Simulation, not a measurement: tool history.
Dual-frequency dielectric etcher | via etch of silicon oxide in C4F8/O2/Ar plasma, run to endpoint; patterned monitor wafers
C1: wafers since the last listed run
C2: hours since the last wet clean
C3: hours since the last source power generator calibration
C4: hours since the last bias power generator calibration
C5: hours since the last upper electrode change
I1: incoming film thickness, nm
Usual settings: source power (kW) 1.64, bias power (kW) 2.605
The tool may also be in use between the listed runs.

run 1 hour=0 | source_power_(kW)=1.64 bias_power_(kW)=2.605 | C1=0 C2=320.3 C3=3366.6 C4=3025 C5=2440.7 | I1=1704.6 | endpoint_time_(s)=342.6
run 2 hour=6 | source_power_(kW)=1.64 bias_power_(kW)=2.605 | C1=30 C2=326.3 C3=3372.6 C4=3031 C5=2446.7 | I1=1697.9 | endpoint_time_(s)=337.7
run 3 hour=19.3 | source_power_(kW)=1.64 bias_power_(kW)=2.605 | C1=67 C2=339.6 C3=3385.9 C4=3044.3 C5=2460 | I1=1705.2 | endpoint_time_(s)=341.5
run 4 hour=32.6 | source_power_(kW)=1.8 bias_power_(kW)=2.395 | C1=67 C2=352.9 C3=3399.2 C4=3057.6 C5=2473.3 | I1=1712.9 | endpoint_time_(s)=343.8
run 5 hour=46.8 | source_power_(kW)=1.64 bias_power_(kW)=2.605 | C1=71 C2=367.1 C3=3413.4 C4=3071.8 C5=2487.5 | I1=1699 | endpoint_time_(s)=338.7
run 6 hour=59.3 | source_power_(kW)=1.4 bias_power_(kW)=2.605 | C1=63 C2=379.6 C3=3425.9 C4=3084.3 C5=2500 | I1=1708.7 | endpoint_time_(s)=359.2
run 7 hour=73.5 | source_power_(kW)=1.88 bias_power_(kW)=2.605 | C1=71 C2=393.8 C3=3440.1 C4=3098.5 C5=2514.2 | I1=1707.9 | endpoint_time_(s)=324
-- hour=90 source power generator calibrated
run 8 hour=90.5 | source_power_(kW)=1.88 bias_power_(kW)=2.605 | C1=65 C2=410.8 C3=0.5 C4=3115.5 C5=2531.2 | I1=1711.5 | endpoint_time_(s)=325
run 9 hour=99.7 | source_power_(kW)=1.53 bias_power_(kW)=2.804 | C1=46 C2=420 C3=9.7 C4=3124.7 C5=2540.4 | I1=1701.6 | endpoint_time_(s)=333.5
-- hour=115.6 bias power generator calibrated
-- hour=133.3 wet clean of the chamber
-- hour=135.5 upper electrode replaced
run 10 hour=136 | source_power_(kW)=1.36 bias_power_(kW)=3.006 | C1=62 C2=2.7 C3=46 C4=20.4 C5=0.5 | I1=1694.4 | endpoint_time_(s)=349.7
run 11 hour=136.4 | source_power_(kW)=1.35 bias_power_(kW)=2.122 | C1=2 C2=3.1 C3=46.4 C4=20.8 C5=0.9 | I1=1708.4 | endpoint_time_(s)=417.6
run 12 hour=138.7 | source_power_(kW)=1.87 bias_power_(kW)=2.886 | C1=11 C2=5.4 C3=48.7 C4=23.1 C5=3.2 | I1=1698.9 | endpoint_time_(s)=321.8
run 13 hour=147.1 | source_power_(kW)=1.37 bias_power_(kW)=2.308 | C1=42 C2=13.8 C3=57.1 C4=31.5 C5=11.6 | I1=1719.1 | endpoint_time_(s)=401
run 14 hour=154 | source_power_(kW)=1.64 bias_power_(kW)=2.605 | C1=34 C2=20.7 C3=64 C4=38.4 C5=18.5 | I1=1717.3 | endpoint_time_(s)=354.3
run 15 hour=160.6 | source_power_(kW)=1.75 bias_power_(kW)=2.605 | C1=33 C2=27.3 C3=70.6 C4=45 C5=25.1 | I1=1718.1 | endpoint_time_(s)=347.8
run 16 hour=170.4 | source_power_(kW)=1.64 bias_power_(kW)=2.605 | C1=49 C2=37.1 C3=80.4 C4=54.8 C5=34.9 | I1=1700 | endpoint_time_(s)=351.1
run 17 hour=177.6 | source_power_(kW)=1.4 bias_power_(kW)=2.834 | C1=36 C2=44.3 C3=87.6 C4=62 C5=42.1 | I1=1699.8 | endpoint_time_(s)=356.3

Forecast each of these 4 alternatives for the next run:
run A hour=178.1 | source_power_(kW)=1.64 bias_power_(kW)=2.97 | C1=2 C2=44.8 C3=88.1 C4=62.5 C5=42.6 | I1=1700.5 | endpoint_time_(s)=?
run B hour=178.1 | source_power_(kW)=2.05 bias_power_(kW)=2.336 | C1=2 C2=44.8 C3=88.1 C4=62.5 C5=42.6 | I1=1700.5 | endpoint_time_(s)=?
run C hour=178.1 | source_power_(kW)=1.23 bias_power_(kW)=2.213 | C1=2 C2=44.8 C3=88.1 C4=62.5 C5=42.6 | I1=1700.5 | endpoint_time_(s)=?
run D hour=178.1 | source_power_(kW)=2.05 bias_power_(kW)=2.031 | C1=2 C2=44.8 C3=88.1 C4=62.5 C5=42.6 | I1=1700.5 | endpoint_time_(s)=?

run=A endpoint_time_(s)=329
run=B endpoint_time_(s)=339.9
run=C endpoint_time_(s)=417.6
run=D endpoint_time_(s)=363.8
Without the tool's hidden state the same runs would have given:
run=A endpoint_time_(s)=330.1
run=B endpoint_time_(s)=341
run=C endpoint_time_(s)=418.9
run=D endpoint_time_(s)=364.9
